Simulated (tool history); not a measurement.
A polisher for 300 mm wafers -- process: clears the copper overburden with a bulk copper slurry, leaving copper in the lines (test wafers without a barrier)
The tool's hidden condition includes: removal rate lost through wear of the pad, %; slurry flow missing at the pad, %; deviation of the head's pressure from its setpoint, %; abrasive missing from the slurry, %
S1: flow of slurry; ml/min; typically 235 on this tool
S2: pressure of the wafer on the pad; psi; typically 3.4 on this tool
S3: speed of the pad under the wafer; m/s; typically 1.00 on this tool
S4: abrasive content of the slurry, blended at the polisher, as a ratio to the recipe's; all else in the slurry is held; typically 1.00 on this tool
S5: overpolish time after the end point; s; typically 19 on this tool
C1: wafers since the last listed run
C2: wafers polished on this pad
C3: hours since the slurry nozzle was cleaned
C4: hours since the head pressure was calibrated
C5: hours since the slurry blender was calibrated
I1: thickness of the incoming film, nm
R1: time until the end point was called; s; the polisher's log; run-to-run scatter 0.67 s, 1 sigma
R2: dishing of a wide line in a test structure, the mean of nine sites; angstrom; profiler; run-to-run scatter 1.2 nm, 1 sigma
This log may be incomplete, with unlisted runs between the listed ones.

run,hour,S1,S2,S3,S4,S5,C1,C2,C3,C4,C5,I1,R1,R2
1,0.0,235,3.4,1.00,1.00,19,0,586,64.1,131.7,81.9,687.3,78.9,964
2,45.8,235,3.4,1.00,1.00,19,496,1082,109.9,177.5,127.7,680.6,79.4,958
3,73.3,235,3.4,1.00,1.00,19,297,1380,137.4,205.0,155.2,682.1,80.0,942
4,101.5,235,3.4,1.00,1.00,19,305,1685,165.6,233.2,183.4,675.5,79.9,935
5,128.7,235,3.4,1.00,1.20,19,294,1980,192.8,260.4,210.6,673.1,74.8,969
6,173.2,235,3.4,1.00,1.20,19,482,2462,237.3,304.9,255.1,682.6,76.2,970
# hour 195.3: slurry blender recalibrated
# hour 199.6: worn pad replaced by a new one
7,213.5,235,3.4,1.00,1.20,19,371,150,277.6,345.2,18.2,671.7,71.6,987
8,258.8,270,3.4,1.00,1.00,19,490,641,322.9,390.5,63.5,685.9,78.2,965
9,298.8,270,3.4,1.00,1.00,19,433,1074,362.9,430.5,103.5,690.8,79.3,974
10,324.5,270,3.4,1.00,1.00,19,278,1352,388.6,456.2,129.2,667.5,78.3,952
11,395.8,235,3.4,1.00,1.00,19,772,2125,459.9,527.5,200.5,670.1,80.1,964
12,420.6,235,3.4,1.00,1.00,19,268,2393,484.7,552.3,225.3,673.8,77.8,914
# hour 433.8: slurry blender recalibrated
13,450.1,235,3.4,1.00,1.00,19,297,2691,514.2,581.8,16.3,678.3,76.5,994
# hour 463.9: head pressure recalibrated
# hour 491.5: worn pad replaced by a new one
14,493.8,290,3.4,1.00,1.15,19,408,25,557.9,29.9,60.0,682.1,74.8,984
# hour 548.7: slurry nozzle cleaned
15,634.1,185,2.6,1.30,0.70,19,1508,1534,85.4,170.2,200.3,691.6,83.6,912
# hour 660.4: slurry blender recalibrated
16,660.9,235,3.4,1.00,1.00,19,268,1802,112.2,197.0,0.5,682.7,75.0,987
17,710.9,295,3.4,1.00,1.20,10,541,2344,162.2,247.0,50.5,686.4,73.5,658
18,765.7,235,2.5,1.00,1.10,19,593,2937,217.0,301.8,105.3,687.3,92.6,850
# hour 770.6: worn pad replaced by a new one
19,799.8,160,3.4,1.00,0.80,19,326,316,251.1,335.9,139.4,689.5,87.5,888
20,845.2,185,2.5,1.00,1.15,27,491,808,296.5,381.3,184.8,675.3,94.1,1031
# hour 914.8: slurry blender recalibrated
21,990.0,235,3.4,1.00,1.00,19,1546,2355,441.3,526.1,75.2,683.3,77.1,950
22,1034.7,235,3.4,0.80,1.00,26,484,2839,486.0,570.8,119.9,670.1,95.4,1015
# hour 1050.5: worn pad replaced by a new one
23,1097.3,235,3.4,1.00,1.00,19,634,507,548.6,633.4,182.5,674.6,78.0,943
# hour 1137.8: slurry nozzle cleaned
# hour 1139.9: head pressure recalibrated
24,1146.4,235,3.4,1.00,1.00,24,499,1006,8.6,6.5,231.6,679.7,79.4,1082
25,1184.6,235,3.4,1.28,0.75,19,413,1420,46.8,44.7,269.8,683.4,66.9,1025
# hour 1206.0: slurry blender recalibrated
26,1237.1,235,3.4,1.00,1.00,19,547,1967,99.3,97.2,31.1,679.4,77.0,979
# hour 1272.3: worn pad replaced by a new one
27,1272.8,235,3.4,1.00,1.00,11,343,5,135.0,132.9,66.8,680.6,78.7,663

Subtracting, for every run, the result it would have given without the tool's unlogged condition from the measured result gives the following. The same run-to-run variation enters both numbers; the gauge's scatter may not:
run,R1,R2
1,+3.3,-24
2,+4.2,-31
3,+4.5,-33
4,+4.8,-35
5,+4.8,-37
6,+5.0,-39
7,+1.5,-12
8,+3.4,-25
9,+4.3,-33
10,+4.8,-36
11,+5.6,-42
12,+5.6,-42
13,+1.6,-12
14,+3.3,-26
15,+5.6,-38
16,+0.1,-1
17,+2.2,-14
18,+4.2,-25
19,+4.4,-29
20,+5.5,-32
21,+2.9,-22
22,+4.6,-29
23,+4.5,-34
24,+4.9,-35
25,+4.1,-35
26,+2.1,-15
27,+3.3,-21
